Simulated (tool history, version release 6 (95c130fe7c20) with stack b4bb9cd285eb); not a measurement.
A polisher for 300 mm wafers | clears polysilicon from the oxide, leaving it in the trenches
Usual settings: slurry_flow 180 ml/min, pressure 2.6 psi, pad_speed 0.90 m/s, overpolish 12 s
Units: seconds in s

run,hour,slurry_flow,pressure,pad_speed,overpolish,wafers since the last listed run,wafers polished on this pad,hours since the slurry nozzle was cleaned,hours since the head pressure was calibrated,"incoming thickness of the incoming film, nm",seconds
1,0.0,180,2.6,0.90,12,0,1173,471.9,260.2,424.7,32.6
# hour 24.7: slurry nozzle cleaned
2,62.3,180,2.6,0.90,12,422,1596,37.6,322.5,432.8,32.8
3,101.8,180,2.6,0.90,7,272,1868,77.1,362.0,427.0,33.2
4,126.4,180,2.6,0.90,7,169,2037,101.7,386.6,426.8,32.6
5,174.3,145,2.6,0.72,12,330,2367,149.6,434.5,436.4,43.3
# hour 204.2: worn pad replaced by a new one
6,205.7,145,2.6,0.72,12,188,10,181.0,465.9,426.6,44.6
7,263.8,180,1.9,0.90,12,400,410,239.1,524.0,430.9,41.1
8,297.9,180,1.9,0.90,12,234,645,273.2,558.1,433.0,41.3
# hour 300.3: head pressure recalibrated
9,324.7,180,1.9,0.90,12,170,816,300.0,24.4,428.2,37.5
10,461.9,150,2.6,0.90,12,945,1761,437.2,161.6,430.8,34.1
11,496.0,150,2.6,0.90,12,234,1996,471.3,195.7,432.5,33.5
# hour 508.5: slurry nozzle cleaned
12,544.2,150,2.6,0.90,12,325,2321,35.7,243.9,429.4,33.0
13,592.4,180,2.6,0.90,12,332,2653,83.9,292.1,432.2,33.0
# hour 598.6: worn pad replaced by a new one
14,653.8,180,2.6,0.82,12,395,380,145.3,353.5,428.3,35.2
15,809.6,180,2.6,0.90,12,1073,1453,301.1,509.3,432.1,33.0
# hour 812.7: head pressure recalibrated
16,864.4,145,2.6,0.90,12,363,1817,355.9,51.7,430.1,32.2
17,921.3,180,2.6,0.90,12,392,2209,412.8,108.6,434.4,31.7
# hour 941.8: slurry nozzle cleaned
# hour 1003.0: worn pad replaced by a new one
18,1061.0,145,2.6,1.20,6,927,399,119.2,248.3,437.4,25.4
19,1122.7,210,2.6,0.90,12,425,824,180.9,310.0,431.5,31.8
20,1177.0,225,2.0,1.04,10,374,1198,235.2,364.3,421.8,31.4
21,1243.0,180,2.6,1.10,12,454,1653,301.2,430.3,431.0,27.4
22,1307.6,180,2.6,0.90,12,445,2098,365.8,494.9,424.5,32.0
# hour 1323.8: head pressure recalibrated
23,1342.4,180,2.6,0.90,9,225,2324,400.6,18.6,435.4,31.6
# hour 1374.6: worn pad replaced by a new one
24,1414.3,180,2.6,0.68,14,467,273,472.5,90.5,434.9,42.8
# hour 1418.0: slurry nozzle cleaned
25,1454.4,180,2.6,0.74,8,269,543,36.4,130.6,431.1,38.6
26,1482.7,160,2.8,0.90,12,194,738,64.7,158.9,426.1,31.2
27,1527.7,180,2.6,0.90,5,310,1048,109.7,203.9,433.6,33.3
28,1592.6,180,2.6,0.90,12,447,1495,174.6,268.8,430.7,32.6
29,1648.0,160,2.0,0.90,14,381,1876,230.0,324.2,434.0,39.1
30,1675.3,180,2.6,0.90,12,188,2065,257.3,351.5,428.6,31.8
31,1731.5,180,1.8,0.70,12,387,2452,313.5,407.7,434.7,52.6
# hour 1764.1: worn pad replaced by a new one
32,1780.3,120,2.9,1.02,18,308,111,362.3,456.5,432.0,29.1

3 ways to go on from here, each from the tool as it stands after run 32. What would each give?
A,1780.7,180,2.6,0.90,12,2,114,362.7,456.9,424.1,?
B,1780.7,180,2.3,0.90,12,2,114,362.7,456.9,424.1,?
C,1780.7,220,3.5,0.90,12,2,114,362.7,456.9,424.1,?

run,seconds
A,32.4
B,34.8
C,26.2
Without the tool's hidden state the same runs would have given:
run,seconds
A,30.5
B,32.7
C,24.6

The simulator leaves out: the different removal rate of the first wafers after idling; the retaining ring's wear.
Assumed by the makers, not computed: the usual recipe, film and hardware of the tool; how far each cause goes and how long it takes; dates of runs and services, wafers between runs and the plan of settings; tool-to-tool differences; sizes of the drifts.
